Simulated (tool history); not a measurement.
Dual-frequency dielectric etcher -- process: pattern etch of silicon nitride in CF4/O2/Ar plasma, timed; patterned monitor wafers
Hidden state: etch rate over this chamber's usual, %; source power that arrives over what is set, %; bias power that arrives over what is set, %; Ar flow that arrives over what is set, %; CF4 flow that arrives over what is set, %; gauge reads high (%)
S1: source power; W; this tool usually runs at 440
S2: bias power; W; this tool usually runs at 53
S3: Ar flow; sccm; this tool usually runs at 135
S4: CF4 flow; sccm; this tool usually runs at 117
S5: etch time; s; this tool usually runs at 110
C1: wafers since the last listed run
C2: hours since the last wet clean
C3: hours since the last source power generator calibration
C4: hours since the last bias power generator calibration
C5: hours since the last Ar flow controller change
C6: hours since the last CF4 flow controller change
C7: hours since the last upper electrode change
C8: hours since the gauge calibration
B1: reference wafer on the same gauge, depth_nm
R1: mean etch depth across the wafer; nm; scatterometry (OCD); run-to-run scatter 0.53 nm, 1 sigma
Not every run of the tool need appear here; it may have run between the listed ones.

| run | hour | S1 | S2 | S3 | S4 | S5 | C1 | C2 | C3 | C4 | C5 | C6 | C7 | C8 | B1 | R1 |
|---|---|---|---|---|---|---|---|---|---|---|---|---|---|---|---|---|
| 1 | 0 | 480 | 53 | 135 | 89 | 110 | 0 | 105 | 4484.7 | 208.8 | 3503.8 | 3412.7 | 13.8 | 3267.8 | 185.3 | 191.6 |
| 2 | 60.1 | 510 | 53 | 135 | 94 | 110 | 568 | 165.1 | 4544.8 | 268.9 | 3563.9 | 3472.8 | 73.9 | 3327.9 | 185.6 | 205.5 |
|  | 91 | CF4 flow controller replaced |
| 3 | 115.5 | 440 | 53 | 151 | 103 | 110 | 466 | 220.5 | 4600.2 | 324.3 | 3619.3 | 24.5 | 129.3 | 3383.3 | 185.3 | 179.2 |
| 4 | 167.6 | 410 | 53 | 106 | 138 | 110 | 492 | 272.6 | 4652.3 | 376.4 | 3671.4 | 76.6 | 181.4 | 3435.4 | 185.2 | 180.1 |
|  | 197 | Ar flow controller replaced |
| 5 | 231.6 | 440 | 53 | 110 | 129 | 110 | 548 | 336.6 | 4716.3 | 440.4 | 34.6 | 140.6 | 245.4 | 3499.4 | 185.4 | 192.7 |
|  | 489.7 | gauge calibrated |
|  | 570.7 | wet clean of the chamber |
| 6 | 571.2 | 380 | 49 | 135 | 117 | 110 | 2982 | 0.5 | 5055.9 | 780 | 374.2 | 480.2 | 585 | 81.5 | 180.5 | 152.2 |
| 7 | 632 | 490 | 53 | 135 | 108 | 94 | 574 | 61.3 | 5116.7 | 840.8 | 435 | 541 | 645.8 | 142.3 | 180.7 | 169.5 |
|  | 702.9 | source power generator calibrated |
| 8 | 704.3 | 440 | 53 | 135 | 98 | 110 | 645 | 133.6 | 1.4 | 913.1 | 507.3 | 613.3 | 718.1 | 214.6 | 180.6 | 175 |
| 9 | 812.3 | 440 | 53 | 135 | 117 | 123 | 1020 | 241.6 | 109.4 | 1021.1 | 615.3 | 721.3 | 826.1 | 322.6 | 180.9 | 202.3 |
| 10 | 849 | 380 | 49 | 168 | 129 | 110 | 346 | 278.3 | 146.1 | 1057.8 | 652 | 758 | 862.8 | 359.3 | 181 | 151.5 |
| 11 | 887.6 | 440 | 66 | 135 | 117 | 110 | 364 | 316.9 | 184.7 | 1096.4 | 690.6 | 796.6 | 901.4 | 397.9 | 180.9 | 192.2 |
| 12 | 946.7 | 380 | 49 | 135 | 117 | 110 | 558 | 376 | 243.8 | 1155.5 | 749.7 | 855.7 | 960.5 | 457 | 181.2 | 152.6 |
| 13 | 1047.9 | 440 | 44 | 167 | 117 | 137.5 | 956 | 477.2 | 345 | 1256.7 | 850.9 | 956.9 | 1061.7 | 558.2 | 181.2 | 213.3 |
| 14 | 1095.3 | 330 | 44 | 135 | 117 | 110 | 448 | 524.6 | 392.4 | 1304.1 | 898.3 | 1004.3 | 1109.1 | 605.6 | 181.2 | 127.5 |
| 15 | 1197.4 | 440 | 53 | 135 | 117 | 110 | 965 | 626.7 | 494.5 | 1406.2 | 1000.4 | 1106.4 | 1211.2 | 707.7 | 181.6 | 182.9 |
| 16 | 1291 | 500 | 45 | 165 | 117 | 110 | 884 | 720.3 | 588.1 | 1499.8 | 1094 | 1200 | 1304.8 | 801.3 | 181.5 | 196.7 |
|  | 1338.1 | wet clean of the chamber |
| 17 | 1338.6 | 440 | 53 | 135 | 117 | 81.5 | 223 | 0.5 | 635.7 | 1547.4 | 1141.6 | 1247.6 | 1352.4 | 848.9 | 181.7 | 135.1 |
| 18 | 1420.5 | 440 | 53 | 135 | 117 | 110 | 774 | 82.4 | 717.6 | 1629.3 | 1223.5 | 1329.5 | 1434.3 | 930.8 | 181.8 | 182.5 |
| 19 | 1461.9 | 440 | 53 | 164 | 117 | 110 | 391 | 123.8 | 759 | 1670.7 | 1264.9 | 1370.9 | 1475.7 | 972.2 | 182 | 179.8 |
| 20 | 1508.9 | 440 | 53 | 117 | 117 | 110 | 444 | 170.8 | 806 | 1717.7 | 1311.9 | 1417.9 | 1522.7 | 1019.2 | 181.9 | 184.6 |

Here are 5 independent what-if runs from the current tool condition. What would each one return?
| A | 1509.3 | 440 | 53 | 135 | 117 | 110 | 3 | 171.2 | 806.4 | 1718.1 | 1312.3 | 1418.3 | 1523.1 | 1019.6 | ? | ? |
| B | 1509.3 | 440 | 43 | 135 | 117 | 110 | 3 | 171.2 | 806.4 | 1718.1 | 1312.3 | 1418.3 | 1523.1 | 1019.6 | ? | ? |
| C | 1509.3 | 440 | 53 | 122 | 103 | 110 | 3 | 171.2 | 806.4 | 1718.1 | 1312.3 | 1418.3 | 1523.1 | 1019.6 | ? | ? |
| D | 1509.3 | 400 | 53 | 135 | 117 | 133.5 | 3 | 171.2 | 806.4 | 1718.1 | 1312.3 | 1418.3 | 1523.1 | 1019.6 | ? | ? |
| E | 1509.3 | 400 | 53 | 145 | 137 | 110 | 3 | 171.2 | 806.4 | 1718.1 | 1312.3 | 1418.3 | 1523.1 | 1019.6 | ? | ? |

| run | B1 | R1 |
|---|---|---|
| A | 182.1 | 182.1 |
| B | 182.1 | 173.2 |
| C | 182.1 | 178.9 |
| D | 182.1 | 199.8 |
| E | 182.1 | 168.4 |
With the hidden condition removed and each run's random variation left untouched, the same runs would have given:
| run | R1 |
|---|---|
| A | 180.2 |
| B | 171.4 |
| C | 177 |
| D | 197.7 |
| E | 166.6 |
